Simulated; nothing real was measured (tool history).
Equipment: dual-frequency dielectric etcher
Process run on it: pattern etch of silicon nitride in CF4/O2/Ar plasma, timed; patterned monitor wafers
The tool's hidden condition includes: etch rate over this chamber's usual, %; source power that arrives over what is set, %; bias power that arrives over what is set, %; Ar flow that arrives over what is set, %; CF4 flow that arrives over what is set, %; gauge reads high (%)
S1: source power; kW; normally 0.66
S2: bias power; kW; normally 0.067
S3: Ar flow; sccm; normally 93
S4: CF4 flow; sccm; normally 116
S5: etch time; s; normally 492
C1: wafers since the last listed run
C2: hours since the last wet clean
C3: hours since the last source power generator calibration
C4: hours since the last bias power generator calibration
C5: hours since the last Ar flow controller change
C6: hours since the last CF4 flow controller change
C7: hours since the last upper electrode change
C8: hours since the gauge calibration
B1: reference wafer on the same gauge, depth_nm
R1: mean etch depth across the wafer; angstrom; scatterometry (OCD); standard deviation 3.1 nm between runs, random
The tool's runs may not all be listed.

run 1 day=0 | S1=0.66 S2=0.067 S3=93 S4=128 S5=492 | C1=0 C2=552.8 C3=3081.1 C4=1851.5 C5=3320.4 C6=4240.4 C7=2177.8 C8=374.5 | B1=1330.6 | R1=13629
-- day=1.442 wet clean of the chamber
run 2 day=2.217 | S1=0.66 S2=0.067 S3=93 S4=128 S5=492 | C1=106 C2=18.6 C3=3134.3 C4=1904.7 C5=3373.6 C6=4293.6 C7=2231 C8=427.7 | B1=1329.9 | R1=13654
run 3 day=3.942 | S1=0.66 S2=0.067 S3=93 S4=128 S5=492 | C1=151 C2=60 C3=3175.7 C4=1946.1 C5=3415 C6=4335 C7=2272.4 C8=469.1 | B1=1330 | R1=13618
run 4 day=7.325 | S1=0.66 S2=0.067 S3=93 S4=116 S5=492 | C1=296 C2=141.2 C3=3256.9 C4=2027.3 C5=3496.2 C6=4416.2 C7=2353.6 C8=550.3 | B1=1329.3 | R1=13481
run 5 day=8.979 | S1=0.66 S2=0.067 S3=93 S4=116 S5=492 | C1=145 C2=180.9 C3=3296.6 C4=2067 C5=3535.9 C6=4455.9 C7=2393.3 C8=590 | B1=1329.7 | R1=13459
run 6 day=11.192 | S1=0.66 S2=0.067 S3=103 S4=116 S5=492 | C1=194 C2=234 C3=3349.7 C4=2120.1 C5=3589 C6=4509 C7=2446.4 C8=643.1 | B1=1330 | R1=13264
run 7 day=12.967 | S1=0.66 S2=0.067 S3=93 S4=116 S5=492 | C1=155 C2=276.6 C3=3392.3 C4=2162.7 C5=3631.6 C6=4551.6 C7=2489 C8=685.7 | B1=1330 | R1=13467
run 8 day=17.458 | S1=0.66 S2=0.067 S3=93 S4=116 S5=492 | C1=394 C2=384.4 C3=3500.1 C4=2270.5 C5=3739.4 C6=4659.4 C7=2596.8 C8=793.5 | B1=1329.7 | R1=13470
-- day=22.554 source power generator calibrated
-- day=26.479 wet clean of the chamber
run 9 day=28.154 | S1=0.66 S2=0.067 S3=93 S4=116 S5=492 | C1=835 C2=40.2 C3=134.4 C4=2527.2 C5=3996.1 C6=4916.1 C7=2853.5 C8=1050.2 | B1=1330.3 | R1=13072
run 10 day=30.85 | S1=0.66 S2=0.067 S3=93 S4=116 S5=492 | C1=236 C2=104.9 C3=199.1 C4=2591.9 C5=4060.8 C6=4980.8 C7=2918.2 C8=1114.9 | B1=1329.5 | R1=13081
run 11 day=33.738 | S1=0.66 S2=0.067 S3=93 S4=116 S5=492 | C1=253 C2=174.2 C3=268.4 C4=2661.2 C5=4130.1 C6=5050.1 C7=2987.5 C8=1184.2 | B1=1329.5 | R1=13101
run 12 day=35.488 | S1=0.51 S2=0.067 S3=86 S4=116 S5=492 | C1=153 C2=216.2 C3=310.4 C4=2703.2 C5=4172.1 C6=5092.1 C7=3029.5 C8=1226.2 | B1=1330.1 | R1=11276
-- day=36.196 CF4 flow controller replaced
-- day=38.021 Ar flow controller replaced
-- day=38.538 upper electrode replaced
run 13 day=38.792 | S1=0.55 S2=0.079 S3=93 S4=116 S5=492 | C1=200 C2=295.5 C3=389.7 C4=2782.5 C5=18.5 C6=62.3 C7=6.1 C8=1305.5 | B1=1329.7 | R1=12545
run 14 day=43.371 | S1=0.66 S2=0.067 S3=93 S4=116 S5=492 | C1=401 C2=405.4 C3=499.6 C4=2892.4 C5=128.4 C6=172.2 C7=116 C8=1415.4 | B1=1329.3 | R1=13170
run 15 day=45.317 | S1=0.66 S2=0.067 S3=93 S4=116 S5=492 | C1=170 C2=452.1 C3=546.3 C4=2939.1 C5=175.1 C6=218.9 C7=162.7 C8=1462.1 | B1=1330.9 | R1=13164
-- day=47.383 bias power generator calibrated
run 16 day=49.542 | S1=0.61 S2=0.062 S3=103 S4=116 S5=443 | C1=356 C2=553.5 C3=647.7 C4=51.8 C5=276.5 C6=320.3 C7=264.1 C8=1563.5 | B1=1329.8 | R1=10675
-- day=52.092 gauge calibrated
-- day=52.9 wet clean of the chamber
run 17 day=52.921 | S1=0.6 S2=0.067 S3=93 S4=116 S5=492 | C1=208 C2=0.5 C3=728.8 C4=132.9 C5=357.6 C6=401.4 C7=345.2 C8=19.9 | B1=1329.9 | R1=12339
run 18 day=53.904 | S1=0.66 S2=0.067 S3=93 S4=116 S5=492 | C1=86 C2=24.1 C3=752.4 C4=156.5 C5=381.2 C6=425 C7=368.8 C8=43.5 | B1=1329.5 | R1=13198
run 19 day=57.512 | S1=0.76 S2=0.054 S3=103 S4=97 S5=492 | C1=316 C2=110.7 C3=839 C4=243.1 C5=467.8 C6=511.6 C7=455.4 C8=130.1 | B1=1330.2 | R1=12536
run 20 day=59.95 | S1=0.75 S2=0.055 S3=93 S4=105 S5=492 | C1=213 C2=169.2 C3=897.5 C4=301.6 C5=526.3 C6=570.1 C7=513.9 C8=188.6 | B1=1329.8 | R1=12984
run 21 day=68.583 | S1=0.66 S2=0.067 S3=87 S4=107 S5=492 | C1=757 C2=376.4 C3=1104.7 C4=508.8 C5=733.5 C6=777.3 C7=721.1 C8=395.8 | B1=1329.8 | R1=13172
run 22 day=70.979 | S1=0.74 S2=0.052 S3=93 S4=116 S5=570 | C1=210 C2=433.9 C3=1162.2 C4=566.3 C5=791 C6=834.8 C7=778.6 C8=453.3 | B1=1329.9 | R1=14800

Below are 3 alternative next runs, each starting from the tool's condition after run 22. Predict each:
run A day=71.004 | S1=0.66 S2=0.067 S3=93 S4=116 S5=492 | C1=2 C2=434.5 C3=1162.8 C4=566.9 C5=791.6 C6=835.4 C7=779.2 C8=453.9 | B1=? | R1=?
run B day=71.004 | S1=0.66 S2=0.067 S3=86 S4=116 S5=606 | C1=2 C2=434.5 C3=1162.8 C4=566.9 C5=791.6 C6=835.4 C7=779.2 C8=453.9 | B1=? | R1=?
run C day=71.004 | S1=0.58 S2=0.067 S3=93 S4=116 S5=492 | C1=2 C2=434.5 C3=1162.8 C4=566.9 C5=791.6 C6=835.4 C7=779.2 C8=453.9 | B1=? | R1=?

run=A B1=1330 R1=13206
run=B B1=1330 R1=16479
run=C B1=1330 R1=12133
Take away the tool's hidden state, keep each run's random variation, and the runs would have read:
run=A R1=13058
run=B R1=16295
run=C R1=11997
